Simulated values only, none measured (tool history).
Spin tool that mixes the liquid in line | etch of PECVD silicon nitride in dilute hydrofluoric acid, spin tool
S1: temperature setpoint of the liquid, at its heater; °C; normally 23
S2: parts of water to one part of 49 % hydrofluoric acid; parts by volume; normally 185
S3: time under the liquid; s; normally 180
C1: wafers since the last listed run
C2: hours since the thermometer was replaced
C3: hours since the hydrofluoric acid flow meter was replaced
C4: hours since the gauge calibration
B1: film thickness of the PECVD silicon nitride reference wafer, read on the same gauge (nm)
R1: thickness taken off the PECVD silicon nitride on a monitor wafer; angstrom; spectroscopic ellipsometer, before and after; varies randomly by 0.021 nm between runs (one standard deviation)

run   hour    S1   S2   S3    C1      C2      C3     C4     B1    R1
  1      0  24.5  185  180     0    1083  1510.5  140.8  39.98  61.7
  2  103.5  24.5  185  180   878  1186.5    1614  244.3  39.99  61.2
  3  194.5    23  185  180   772  1277.5    1705  335.3  40.01  56.1
  4  266.2    23  185  180   608  1349.2  1776.7    407  39.96  56.4
  5  317.2    23  185  180   432  1400.2  1827.7    458  40.02  55.8
  6  542.5    23  185  180  1911  1625.5    2053  683.3     40  56.6
     601.8  -- hydrofluoric acid flow meter replaced
  7  610.2    23  185  180   565  1693.2     8.4    751  40.01  53.8
  8  662.7    23  185  180   445  1745.7    60.9  803.5  40.02  53.8
       681  -- thermometer replaced
  9  746.5  27.5  265  285   702    65.5   144.7  887.3  39.99  78.7
 10    806  27.5  135   90   504     125   204.2  946.8  40.01  49.7

Expected results for the next run?
 11  893.1  21  275  85  738  212.1  291.3  1033.9   ?   ?

{"run 11": {"B1": 39.98, "R1": 15.3}}
On a tool with no hidden condition, and with the same random variation, this run would have come out at R1 15.2 angstrom.
